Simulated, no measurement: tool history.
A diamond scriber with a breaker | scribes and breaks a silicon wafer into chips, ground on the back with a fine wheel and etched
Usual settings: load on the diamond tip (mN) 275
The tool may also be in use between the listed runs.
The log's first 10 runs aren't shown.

| run | hour | load on the diamond tip (mN) | wafers since the last listed run | hours since the diamond tip was replaced | hours since the load on the tip was calibrated | incoming depth of the damage left on the back of the incoming wafer, um | depth of the median crack under the scribed line (nm) | chips rejected at inspection after the break (%) |
|---|---|---|---|---|---|---|---|---|
| 11 | 227.6 | 258 | 106 | 778.8 | 1832.1 | 0.63 | 7600 | 4.31 |
| 12 | 248.5 | 258 | 67 | 799.7 | 1853.0 | 0.53 | 7620 | 4.57 |
| 13 | 266.7 | 275 | 58 | 817.9 | 1871.2 | 0.40 | 7950 | 3.08 |
| 14 | 300.4 | 275 | 108 | 851.6 | 1904.9 | 0.30 | 7980 | 3.24 |
| 15 | 329.5 | 275 | 93 | 880.7 | 1934.0 | 0.30 | 7950 | 3.36 |
| 16 | 346.0 | 293 | 52 | 897.2 | 1950.5 | 0.37 | 8110 | 2.24 |
| 17 | 362.2 | 275 | 51 | 913.4 | 1966.7 | 0.42 | 7710 | 3.38 |
| 18 | 390.0 | 312 | 89 | 941.2 | 1994.5 | 0.76 | 8460 | 1.84 |
| 19 | 416.1 | 235 | 83 | 967.3 | 2020.6 | 0.50 | 7020 | 8.84 |
| 20 | 449.6 | 305 | 107 | 1000.8 | 2054.1 | 0.38 | 8160 | 2.09 |

Run 21 comes next. What will it give?
| 21 | 465.0 | 229 | 49 | 1016.2 | 2069.5 | 0.70 | ? | ? |

Run 21 gave depth of the median crack under the scribed line (nm) 6750, chips rejected at inspection after the break (%) 10.39.
Without the tool's hidden state the same run would have given depth of the median crack under the scribed line (nm) 7570, chips rejected at inspection after the break (%) 4.06.
